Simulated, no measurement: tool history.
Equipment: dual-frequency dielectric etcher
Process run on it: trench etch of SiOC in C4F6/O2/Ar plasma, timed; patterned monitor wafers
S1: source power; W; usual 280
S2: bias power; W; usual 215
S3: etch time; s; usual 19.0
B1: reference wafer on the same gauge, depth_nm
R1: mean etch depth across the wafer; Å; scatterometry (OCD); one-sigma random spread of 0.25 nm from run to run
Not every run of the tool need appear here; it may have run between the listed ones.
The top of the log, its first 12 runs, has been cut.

{"hour": 179.7, "done": "upper electrode replaced, of another model than before"}
{"run": 13, "hour": 180.2, "S1": 280, "S2": 215, "S3": 22.5, "B1": 40.36, "R1": 445.5}
{"run": 14, "hour": 180.6, "S1": 280, "S2": 215, "S3": 22.5, "B1": 40.2, "R1": 444.5}
{"run": 15, "hour": 180.9, "S1": 280, "S2": 215, "S3": 15.0, "B1": 40.34, "R1": 296.0}
{"run": 16, "hour": 187.9, "S1": 330, "S2": 197, "S3": 19.0, "B1": 40.31, "R1": 381.1}
{"hour": 197.3, "done": "bias power generator calibrated"}
{"run": 17, "hour": 197.8, "S1": 280, "S2": 193, "S3": 19.0, "B1": 40.28, "R1": 364.2}
{"run": 18, "hour": 203.5, "S1": 280, "S2": 215, "S3": 19.0, "B1": 40.23, "R1": 377.7}
{"run": 19, "hour": 216.9, "S1": 330, "S2": 164, "S3": 22.0, "B1": 40.27, "R1": 414.8}
{"hour": 243.1, "done": "wet clean of the chamber"}
{"run": 20, "hour": 243.6, "S1": 300, "S2": 243, "S3": 22.5, "B1": 40.34, "R1": 491.6}
{"run": 21, "hour": 246.3, "S1": 280, "S2": 215, "S3": 19.0, "B1": 40.28, "R1": 393.3}
{"hour": 250.9, "done": "source power generator calibrated"}
{"run": 22, "hour": 254.3, "S1": 280, "S2": 244, "S3": 20.5, "B1": 40.31, "R1": 437.2}
{"run": 23, "hour": 267.9, "S1": 350, "S2": 215, "S3": 22.5, "B1": 40.26, "R1": 485.3}
{"run": 24, "hour": 278.8, "S1": 240, "S2": 215, "S3": 19.0, "B1": 40.29, "R1": 380.1}
{"run": 25, "hour": 296.6, "S1": 280, "S2": 267, "S3": 14.0, "B1": 40.33, "R1": 308.5}
{"run": 26, "hour": 310.0, "S1": 280, "S2": 215, "S3": 19.0, "B1": 40.36, "R1": 392.9}
{"run": 27, "hour": 320.0, "S1": 280, "S2": 268, "S3": 14.5, "B1": 40.29, "R1": 315.7}
{"run": 28, "hour": 335.5, "S1": 260, "S2": 198, "S3": 17.0, "B1": 40.28, "R1": 335.5}
{"run": 29, "hour": 344.2, "S1": 260, "S2": 215, "S3": 23.0, "B1": 40.31, "R1": 465.7}
{"run": 30, "hour": 361.7, "S1": 300, "S2": 257, "S3": 14.5, "B1": 40.26, "R1": 317.3}
{"run": 31, "hour": 379.4, "S1": 330, "S2": 166, "S3": 16.0, "B1": 40.24, "R1": 311.5}

Consider 3 possible next runs. They are alternatives, not a sequence: every one starts from the tool as it was left by run 31. What does each give?
{"run": "A", "hour": 379.8, "S1": 280, "S2": 215, "S3": 16.0, "B1": "?", "R1": "?"}
{"run": "B", "hour": 379.8, "S1": 310, "S2": 186, "S3": 16.5, "B1": "?", "R1": "?"}
{"run": "C", "hour": 379.8, "S1": 260, "S2": 239, "S3": 16.0, "B1": "?", "R1": "?"}

run=A B1=40.37 R1=322.3
run=B B1=40.37 R1=324.0
run=C B1=40.37 R1=329.0
The same runs, with their run-to-run variation unchanged, on a tool lacking any hidden condition would have given:
run=A R1=327.3
run=B R1=329.0
run=C R1=334.1
